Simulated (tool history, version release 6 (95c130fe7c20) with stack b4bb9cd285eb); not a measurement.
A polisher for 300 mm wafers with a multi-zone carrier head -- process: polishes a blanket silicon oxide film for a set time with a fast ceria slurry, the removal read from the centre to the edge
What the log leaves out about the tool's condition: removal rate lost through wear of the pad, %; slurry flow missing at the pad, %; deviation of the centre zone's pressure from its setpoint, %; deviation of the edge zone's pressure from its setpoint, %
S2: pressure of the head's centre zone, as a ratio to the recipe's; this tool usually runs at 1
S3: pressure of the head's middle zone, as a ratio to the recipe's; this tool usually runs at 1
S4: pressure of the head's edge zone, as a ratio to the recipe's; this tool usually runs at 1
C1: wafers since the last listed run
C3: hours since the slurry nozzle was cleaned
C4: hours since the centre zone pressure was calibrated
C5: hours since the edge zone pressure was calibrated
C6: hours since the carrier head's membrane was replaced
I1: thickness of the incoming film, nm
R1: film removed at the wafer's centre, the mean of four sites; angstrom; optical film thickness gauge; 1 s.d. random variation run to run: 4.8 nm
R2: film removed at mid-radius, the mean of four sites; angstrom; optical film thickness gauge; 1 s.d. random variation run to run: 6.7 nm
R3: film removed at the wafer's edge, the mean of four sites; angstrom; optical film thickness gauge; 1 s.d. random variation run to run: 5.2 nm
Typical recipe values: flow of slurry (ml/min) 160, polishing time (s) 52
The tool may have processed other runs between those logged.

{"run": 1, "hour": 0.0, "flow of slurry (ml/min)": 160, "S2": 1, "S3": 1, "S4": 1, "polishing time (s)": 52, "C1": 0, "wafers polished on this pad": 1053, "C3": 602.5, "C4": 0.9, "C5": 480.6, "C6": 1322.6, "I1": 2285.2, "R1": 4489, "R2": 4621, "R3": 4462}
{"run": 2, "hour": 13.4, "flow of slurry (ml/min)": 160, "S2": 0.92, "S3": 1, "S4": 1, "polishing time (s)": 52, "C1": 204, "wafers polished on this pad": 1257, "C3": 615.9, "C4": 14.3, "C5": 494, "C6": 1336, "I1": 2211.4, "R1": 4113, "R2": 4381, "R3": 4308}
{"hour": 22.2, "done": "worn pad replaced by a new one"}
{"run": 3, "hour": 22.9, "flow of slurry (ml/min)": 160, "S2": 1.06, "S3": 1, "S4": 1, "polishing time (s)": 52, "C1": 83, "wafers polished on this pad": 10, "C3": 625.4, "C4": 23.8, "C5": 503.5, "C6": 1345.5, "I1": 2231.6, "R1": 5061, "R2": 4785, "R3": 4851}
{"run": 4, "hour": 33.8, "flow of slurry (ml/min)": 160, "S2": 0.92, "S3": 0.94, "S4": 1.04, "polishing time (s)": 42, "C1": 166, "wafers polished on this pad": 176, "C3": 636.3, "C4": 34.7, "C5": 514.4, "C6": 1356.4, "I1": 2240, "R1": 3580, "R2": 3546, "R3": 3867}
{"run": 5, "hour": 40.1, "flow of slurry (ml/min)": 185, "S2": 1.09, "S3": 1.04, "S4": 1, "polishing time (s)": 52, "C1": 95, "wafers polished on this pad": 272, "C3": 642.6, "C4": 41, "C5": 520.7, "C6": 1362.7, "I1": 2277.5, "R1": 5115, "R2": 5056, "R3": 4825}
{"run": 6, "hour": 53.1, "flow of slurry (ml/min)": 180, "S2": 1.11, "S3": 1, "S4": 0.93, "polishing time (s)": 60, "C1": 198, "wafers polished on this pad": 470, "C3": 655.6, "C4": 54, "C5": 533.7, "C6": 1375.7, "I1": 2259.2, "R1": 5916, "R2": 5528, "R3": 5162}
{"run": 7, "hour": 61.9, "flow of slurry (ml/min)": 160, "S2": 1, "S3": 1.07, "S4": 1, "polishing time (s)": 52, "C1": 134, "wafers polished on this pad": 604, "C3": 664.4, "C4": 62.8, "C5": 542.5, "C6": 1384.5, "I1": 2215.5, "R1": 4574, "R2": 5047, "R3": 4562}
{"run": 8, "hour": 70.7, "flow of slurry (ml/min)": 145, "S2": 1, "S3": 0.94, "S4": 1, "polishing time (s)": 52, "C1": 134, "wafers polished on this pad": 738, "C3": 673.2, "C4": 71.6, "C5": 551.3, "C6": 1393.3, "I1": 2227.8, "R1": 4507, "R2": 4371, "R3": 4510}
{"run": 9, "hour": 80.5, "flow of slurry (ml/min)": 160, "S2": 1, "S3": 1, "S4": 1, "polishing time (s)": 52, "C1": 149, "wafers polished on this pad": 887, "C3": 683, "C4": 81.4, "C5": 561.1, "C6": 1403.1, "I1": 2272, "R1": 4505, "R2": 4534, "R3": 4442}
{"hour": 84.4, "done": "edge zone pressure recalibrated"}
{"hour": 87.0, "done": "slurry nozzle cleaned"}
{"hour": 96.2, "done": "worn pad replaced by a new one, of another model than before"}
{"run": 10, "hour": 96.7, "flow of slurry (ml/min)": 125, "S2": 1.05, "S3": 1, "S4": 1.04, "polishing time (s)": 52, "C1": 140, "wafers polished on this pad": 7, "C3": 9.7, "C4": 97.6, "C5": 12.3, "C6": 1419.3, "I1": 2280.8, "R1": 4734, "R2": 4671, "R3": 4748}
{"run": 11, "hour": 102.8, "flow of slurry (ml/min)": 160, "S2": 1, "S3": 1, "S4": 1, "polishing time (s)": 52, "C1": 92, "wafers polished on this pad": 100, "C3": 15.8, "C4": 103.7, "C5": 18.4, "C6": 1425.4, "I1": 2238, "R1": 4720, "R2": 4752, "R3": 4752}
{"run": 12, "hour": 113.3, "flow of slurry (ml/min)": 160, "S2": 1, "S3": 1, "S4": 1, "polishing time (s)": 52, "C1": 159, "wafers polished on this pad": 260, "C3": 26.3, "C4": 114.2, "C5": 28.9, "C6": 1435.9, "I1": 2255, "R1": 4686, "R2": 4686, "R3": 4715}
{"hour": 121.0, "done": "carrier head's membrane replaced by a new one"}
{"run": 13, "hour": 128.5, "flow of slurry (ml/min)": 160, "S2": 1, "S3": 0.94, "S4": 1, "polishing time (s)": 61, "C1": 155, "wafers polished on this pad": 415, "C3": 41.5, "C4": 129.4, "C5": 44.1, "C6": 7.5, "I1": 2251.6, "R1": 5369, "R2": 5249, "R3": 5378}
{"run": 14, "hour": 136.5, "flow of slurry (ml/min)": 135, "S2": 1.07, "S3": 1.03, "S4": 1, "polishing time (s)": 52, "C1": 121, "wafers polished on this pad": 537, "C3": 49.5, "C4": 137.4, "C5": 52.1, "C6": 15.5, "I1": 2242.1, "R1": 4767, "R2": 4734, "R3": 4504}
{"run": 15, "hour": 145.9, "flow of slurry (ml/min)": 160, "S2": 1, "S3": 1, "S4": 1, "polishing time (s)": 52, "C1": 143, "wafers polished on this pad": 680, "C3": 58.9, "C4": 146.8, "C5": 61.5, "C6": 24.9, "I1": 2251.7, "R1": 4467, "R2": 4461, "R3": 4435}
{"run": 16, "hour": 157.0, "flow of slurry (ml/min)": 160, "S2": 1.08, "S3": 1, "S4": 1.04, "polishing time (s)": 52, "C1": 169, "wafers polished on this pad": 849, "C3": 70, "C4": 157.9, "C5": 72.6, "C6": 36, "I1": 2229.9, "R1": 4759, "R2": 4553, "R3": 4524}
{"run": 17, "hour": 170.7, "flow of slurry (ml/min)": 160, "S2": 1, "S3": 0.92, "S4": 0.89, "polishing time (s)": 52, "C1": 208, "wafers polished on this pad": 1058, "C3": 83.7, "C4": 171.6, "C5": 86.3, "C6": 49.7, "I1": 2246.5, "R1": 4395, "R2": 4215, "R3": 4225}
{"run": 18, "hour": 179.2, "flow of slurry (ml/min)": 160, "S2": 1, "S3": 1, "S4": 1.05, "polishing time (s)": 61, "C1": 129, "wafers polished on this pad": 1187, "C3": 92.2, "C4": 180.1, "C5": 94.8, "C6": 58.2, "I1": 2284.6, "R1": 5179, "R2": 5333, "R3": 5161}
{"hour": 191.6, "done": "worn pad replaced by a new one"}
{"run": 19, "hour": 192.1, "flow of slurry (ml/min)": 160, "S2": 1.03, "S3": 1, "S4": 1, "polishing time (s)": 52, "C1": 135, "wafers polished on this pad": 7, "C3": 105.1, "C4": 193, "C5": 107.7, "C6": 71.1, "I1": 2249.3, "R1": 4869, "R2": 4746, "R3": 4775}
{"run": 20, "hour": 197.0, "flow of slurry (ml/min)": 160, "S2": 1, "S3": 1, "S4": 1, "polishing time (s)": 52, "C1": 74, "wafers polished on this pad": 82, "C3": 110, "C4": 197.9, "C5": 112.6, "C6": 76, "I1": 2274.4, "R1": 4745, "R2": 4771, "R3": 4807}
{"run": 21, "hour": 226.2, "flow of slurry (ml/min)": 160, "S2": 1, "S3": 1, "S4": 1, "polishing time (s)": 52, "C1": 444, "wafers polished on this pad": 527, "C3": 139.2, "C4": 227.1, "C5": 141.8, "C6": 105.2, "I1": 2223.6, "R1": 4561, "R2": 4603, "R3": 4632}
{"run": 22, "hour": 233.4, "flow of slurry (ml/min)": 160, "S2": 1, "S3": 1, "S4": 1, "polishing time (s)": 52, "C1": 109, "wafers polished on this pad": 636, "C3": 146.4, "C4": 234.3, "C5": 149, "C6": 112.4, "I1": 2244.7, "R1": 4629, "R2": 4685, "R3": 4464}

Each row is a separate what-if for the run after 22, all from the same tool condition, not one after another. Results?
{"run": "A", "hour": 233.8, "flow of slurry (ml/min)": 160, "S2": 1, "S3": 1, "S4": 1, "polishing time (s)": 52, "C1": 6, "wafers polished on this pad": 643, "C3": 146.8, "C4": 234.7, "C5": 149.4, "C6": 112.8, "I1": 2257.8, "R1": "?", "R2": "?", "R3": "?"}
{"run": "B", "hour": 233.8, "flow of slurry (ml/min)": 190, "S2": 1, "S3": 1, "S4": 1, "polishing time (s)": 52, "C1": 6, "wafers polished on this pad": 643, "C3": 146.8, "C4": 234.7, "C5": 149.4, "C6": 112.8, "I1": 2257.8, "R1": "?", "R2": "?", "R3": "?"}
{"run": "C", "hour": 233.8, "flow of slurry (ml/min)": 200, "S2": 1, "S3": 1.05, "S4": 1, "polishing time (s)": 42, "C1": 6, "wafers polished on this pad": 643, "C3": 146.8, "C4": 234.7, "C5": 149.4, "C6": 112.8, "I1": 2257.8, "R1": "?", "R2": "?", "R3": "?"}
{"run": "D", "hour": 233.8, "flow of slurry (ml/min)": 160, "S2": 1, "S3": 1, "S4": 1, "polishing time (s)": 57, "C1": 6, "wafers polished on this pad": 643, "C3": 146.8, "C4": 234.7, "C5": 149.4, "C6": 112.8, "I1": 2257.8, "R1": "?", "R2": "?", "R3": "?"}

run=A R1=4581 R2=4644 R3=4481
run=B R1=4683 R2=4736 R3=4546
run=C R1=3808 R2=4010 R3=3684
run=D R1=5021 R2=5090 R3=4911
Without the tool's unlogged condition, the same runs would have read:
run=A R1=4818 R2=4884 R3=4713
run=B R1=4925 R2=4981 R3=4781
run=C R1=4005 R2=4217 R3=3875
run=D R1=5281 R2=5354 R3=5166

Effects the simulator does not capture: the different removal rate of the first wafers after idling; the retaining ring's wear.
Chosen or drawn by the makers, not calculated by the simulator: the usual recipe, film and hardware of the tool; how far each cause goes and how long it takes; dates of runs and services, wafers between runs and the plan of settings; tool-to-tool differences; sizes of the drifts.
